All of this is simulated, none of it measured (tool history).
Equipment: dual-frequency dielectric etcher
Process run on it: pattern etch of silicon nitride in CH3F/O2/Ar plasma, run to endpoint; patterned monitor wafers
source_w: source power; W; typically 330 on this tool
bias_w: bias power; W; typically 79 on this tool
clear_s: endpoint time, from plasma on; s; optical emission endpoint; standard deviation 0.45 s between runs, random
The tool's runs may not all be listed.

| run | hour | source_w | bias_w | incoming incoming film thickness, nm | clear_s |
|---|---|---|---|---|---|
| 1 | 0 | 360 | 79 | 45.96 | 64.8 |
| 2 | 17.3 | 360 | 79 | 45.71 | 64.9 |
| 3 | 28.5 | 360 | 79 | 45.87 | 65.2 |
| 4 | 59.5 | 330 | 67 | 45.81 | 71.3 |
| 5 | 95.3 | 330 | 67 | 46.52 | 72.7 |
| 6 | 111.4 | 330 | 67 | 46.24 | 71.5 |
|  | 138.6 | wet clean of the chamber |
| 7 | 139.1 | 330 | 72 | 46.4 | 70 |
| 8 | 139.4 | 330 | 87 | 45.81 | 64.3 |
|  | 144.3 | bias power generator calibrated |
|  | 166.4 | upper electrode replaced |
|  | 166.8 | source power generator calibrated |
| 9 | 167.3 | 330 | 73 | 45.88 | 68.3 |
| 10 | 167.7 | 330 | 73 | 46.09 | 70.1 |
| 11 | 168.9 | 260 | 73 | 46.17 | 77.3 |
| 12 | 182.8 | 300 | 86 | 45.88 | 68.1 |
| 13 | 197.2 | 270 | 71 | 46.33 | 76.6 |

Estimate the outcome of run 14 from the log above:
| 14 | 209.2 | 360 | 85 | 46.63 | ? |

{"run 14": {"clear_s": 64.3}}
Minus the tool's unlogged condition, the same run would have read clear_s 64.3 s.
